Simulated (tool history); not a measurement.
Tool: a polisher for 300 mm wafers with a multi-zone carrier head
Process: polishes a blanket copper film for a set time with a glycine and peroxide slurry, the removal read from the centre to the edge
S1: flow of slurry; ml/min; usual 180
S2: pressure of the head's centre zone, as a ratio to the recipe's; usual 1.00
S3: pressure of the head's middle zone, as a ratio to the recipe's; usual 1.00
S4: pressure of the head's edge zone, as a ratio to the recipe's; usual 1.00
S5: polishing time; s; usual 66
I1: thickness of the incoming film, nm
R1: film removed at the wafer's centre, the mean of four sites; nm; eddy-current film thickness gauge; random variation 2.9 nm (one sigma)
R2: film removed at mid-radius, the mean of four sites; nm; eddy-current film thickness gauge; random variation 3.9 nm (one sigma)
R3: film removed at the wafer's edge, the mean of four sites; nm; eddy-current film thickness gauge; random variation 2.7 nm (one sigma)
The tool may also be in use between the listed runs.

run 1 hour=0.0 | S1=180 S2=1.00 S3=1.00 S4=1.00 S5=50 | I1=2174.5 | R1=182.4 R2=182.5 R3=193.6
run 2 hour=14.1 | S1=165 S2=1.00 S3=1.00 S4=1.00 S5=66 | I1=2154.0 | R1=230.9 R2=239.1 R3=241.7
-- hour=50.4 worn pad replaced by a new one
run 3 hour=50.9 | S1=180 S2=1.00 S3=1.00 S4=1.03 S5=66 | I1=2218.3 | R1=261.8 R2=271.1 R3=280.2
run 4 hour=82.2 | S1=180 S2=1.00 S3=1.00 S4=1.00 S5=66 | I1=2205.3 | R1=240.6 R2=250.7 R3=249.0
run 5 hour=99.2 | S1=180 S2=1.00 S3=1.00 S4=1.00 S5=66 | I1=2223.1 | R1=236.4 R2=239.3 R3=244.6
-- hour=118.2 carrier head's membrane replaced by a new one
run 6 hour=118.7 | S1=180 S2=1.00 S3=1.00 S4=1.00 S5=66 | I1=2200.0 | R1=234.4 R2=240.7 R3=244.5
-- hour=130.7 worn pad replaced by a new one
run 7 hour=131.2 | S1=195 S2=1.00 S3=1.00 S4=1.05 S5=66 | I1=2204.7 | R1=263.8 R2=270.3 R3=281.5
-- hour=154.1 slurry nozzle cleaned
run 8 hour=155.4 | S1=145 S2=0.88 S3=1.00 S4=0.90 S5=66 | I1=2193.1 | R1=202.5 R2=231.4 R3=229.7
-- hour=164.8 edge zone pressure recalibrated
run 9 hour=167.9 | S1=180 S2=1.00 S3=1.00 S4=1.00 S5=66 | I1=2165.7 | R1=238.8 R2=241.1 R3=249.1
-- hour=172.5 centre zone pressure recalibrated
-- hour=202.7 worn pad replaced by a new one
run 10 hour=255.2 | S1=180 S2=1.00 S3=1.00 S4=1.00 S5=75 | I1=2169.4 | R1=267.5 R2=272.1 R3=276.9
run 11 hour=273.7 | S1=125 S2=1.00 S3=1.10 S4=1.11 S5=66 | I1=2225.1 | R1=214.5 R2=237.1 R3=238.0
-- hour=280.0 worn pad replaced by a new one
run 12 hour=301.7 | S1=180 S2=0.95 S3=1.00 S4=1.00 S5=89 | I1=2175.3 | R1=307.7 R2=323.0 R3=334.3
run 13 hour=334.2 | S1=210 S2=1.00 S3=1.09 S4=1.00 S5=66 | I1=2215.7 | R1=236.8 R2=253.4 R3=243.2

Run 14 comes next. What will it give?
-- hour=352.8 worn pad replaced by a new one
run 14 hour=353.3 | S1=180 S2=1.00 S3=1.00 S4=0.91 S5=66 | I1=2221.7 | R1=? R2=? R3=?

Run 14 gave R1 258.5 nm, R2 267.0 nm, R3 256.5 nm.
Without the tool's hidden state the same run would have given R1 260.4 nm, R2 268.9 nm, R3 258.4 nm.

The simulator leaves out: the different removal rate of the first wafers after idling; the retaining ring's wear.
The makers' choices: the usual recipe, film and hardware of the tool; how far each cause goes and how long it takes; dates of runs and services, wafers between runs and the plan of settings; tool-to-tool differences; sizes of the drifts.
